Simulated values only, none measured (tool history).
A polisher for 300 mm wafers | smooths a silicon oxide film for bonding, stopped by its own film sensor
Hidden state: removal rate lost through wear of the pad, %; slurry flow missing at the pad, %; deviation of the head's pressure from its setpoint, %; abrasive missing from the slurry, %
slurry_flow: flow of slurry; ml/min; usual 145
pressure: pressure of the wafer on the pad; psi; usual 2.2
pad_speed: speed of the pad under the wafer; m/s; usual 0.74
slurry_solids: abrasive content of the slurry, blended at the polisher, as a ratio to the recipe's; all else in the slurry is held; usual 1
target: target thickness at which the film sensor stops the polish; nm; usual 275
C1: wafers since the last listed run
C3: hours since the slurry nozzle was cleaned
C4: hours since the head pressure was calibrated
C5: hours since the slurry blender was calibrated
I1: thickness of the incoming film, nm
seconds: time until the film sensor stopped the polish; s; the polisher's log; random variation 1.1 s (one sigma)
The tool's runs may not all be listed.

run 1 hour=0 | slurry_flow=145 pressure=2 pad_speed=0.6 slurry_solids=1 target=275 | C1=0 wafers_polished_on_this_pad=202 C3=251.8 C4=1182 C5=180.9 | I1=316.7 | seconds=99.2
run 2 hour=9 | slurry_flow=145 pressure=2 pad_speed=0.6 slurry_solids=1 target=275 | C1=69 wafers_polished_on_this_pad=272 C3=260.8 C4=1191 C5=189.9 | I1=320.2 | seconds=108.8
run 3 hour=23 | slurry_flow=145 pressure=2 pad_speed=0.6 slurry_solids=1 target=275 | C1=108 wafers_polished_on_this_pad=380 C3=274.8 C4=1205 C5=203.9 | I1=325.7 | seconds=123.9
run 4 hour=31.3 | slurry_flow=145 pressure=2.2 pad_speed=0.74 slurry_solids=1 target=275 | C1=64 wafers_polished_on_this_pad=444 C3=283.1 C4=1213.3 C5=212.2 | I1=320.1 | seconds=88.3
run 5 hour=40.2 | slurry_flow=145 pressure=2.2 pad_speed=0.74 slurry_solids=1 target=275 | C1=68 wafers_polished_on_this_pad=513 C3=292 C4=1222.2 C5=221.1 | I1=322.7 | seconds=93
run 6 hour=49.9 | slurry_flow=145 pressure=2.2 pad_speed=0.74 slurry_solids=1 target=275 | C1=75 wafers_polished_on_this_pad=588 C3=301.7 C4=1231.9 C5=230.8 | I1=316.9 | seconds=81.6
-- hour=61.9 worn pad replaced by a new one
run 7 hour=67.2 | slurry_flow=145 pressure=2.2 pad_speed=0.74 slurry_solids=1 target=275 | C1=102 wafers_polished_on_this_pad=40 C3=319 C4=1249.2 C5=248.1 | I1=319.3 | seconds=88.4
run 8 hour=79.7 | slurry_flow=145 pressure=2.2 pad_speed=0.74 slurry_solids=1.2 target=275 | C1=96 wafers_polished_on_this_pad=137 C3=331.5 C4=1261.7 C5=260.6 | I1=319.4 | seconds=79
-- hour=130.1 worn pad replaced by a new one
run 9 hour=130.5 | slurry_flow=145 pressure=2.2 pad_speed=0.74 slurry_solids=1 target=275 | C1=362 wafers_polished_on_this_pad=3 C3=382.3 C4=1312.5 C5=311.4 | I1=324 | seconds=103.1
-- hour=135.5 slurry nozzle cleaned
-- hour=142 slurry blender recalibrated
run 10 hour=147.3 | slurry_flow=145 pressure=2.2 pad_speed=0.74 slurry_solids=1 target=275 | C1=106 wafers_polished_on_this_pad=110 C3=11.8 C4=1329.3 C5=5.3 | I1=325.4 | seconds=89.3
run 11 hour=159 | slurry_flow=145 pressure=2.2 pad_speed=0.74 slurry_solids=1 target=275 | C1=90 wafers_polished_on_this_pad=200 C3=23.5 C4=1341 C5=17 | I1=318.5 | seconds=79
run 12 hour=175.2 | slurry_flow=145 pressure=2.2 pad_speed=0.74 slurry_solids=1 target=275 | C1=125 wafers_polished_on_this_pad=326 C3=39.7 C4=1357.2 C5=33.2 | I1=317.3 | seconds=74.1
run 13 hour=186.2 | slurry_flow=145 pressure=2.2 pad_speed=0.74 slurry_solids=1 target=275 | C1=85 wafers_polished_on_this_pad=411 C3=50.7 C4=1368.2 C5=44.2 | I1=315.8 | seconds=71.8
run 14 hour=197.2 | slurry_flow=115 pressure=2.9 pad_speed=0.6 slurry_solids=1 target=261 | C1=85 wafers_polished_on_this_pad=496 C3=61.7 C4=1379.2 C5=55.2 | I1=322.7 | seconds=101.6
-- hour=209.5 head pressure recalibrated
run 15 hour=214.3 | slurry_flow=145 pressure=2.2 pad_speed=0.74 slurry_solids=1 target=275 | C1=116 wafers_polished_on_this_pad=613 C3=78.8 C4=4.8 C5=72.3 | I1=321.3 | seconds=84.3
-- hour=218.7 worn pad replaced by a new one
run 16 hour=228.2 | slurry_flow=180 pressure=2.2 pad_speed=0.82 slurry_solids=1 target=269 | C1=76 wafers_polished_on_this_pad=73 C3=92.7 C4=18.7 C5=86.2 | I1=324.1 | seconds=91.5
run 17 hour=240.6 | slurry_flow=175 pressure=3 pad_speed=0.54 slurry_solids=0.8 target=275 | C1=95 wafers_polished_on_this_pad=169 C3=105.1 C4=31.1 C5=98.6 | I1=318.9 | seconds=83.6
run 18 hour=257.8 | slurry_flow=180 pressure=2.2 pad_speed=0.84 slurry_solids=1 target=275 | C1=133 wafers_polished_on_this_pad=302 C3=122.3 C4=48.3 C5=115.8 | I1=316.6 | seconds=67.8

Forecast run 19:
run 19 hour=270.3 | slurry_flow=165 pressure=2.2 pad_speed=0.66 slurry_solids=1 target=275 | C1=96 wafers_polished_on_this_pad=399 C3=134.8 C4=60.8 C5=128.3 | I1=314.4 | seconds=?

seconds: 77.2 s
Without the tool's hidden state the same run would have given seconds 75.6 s.

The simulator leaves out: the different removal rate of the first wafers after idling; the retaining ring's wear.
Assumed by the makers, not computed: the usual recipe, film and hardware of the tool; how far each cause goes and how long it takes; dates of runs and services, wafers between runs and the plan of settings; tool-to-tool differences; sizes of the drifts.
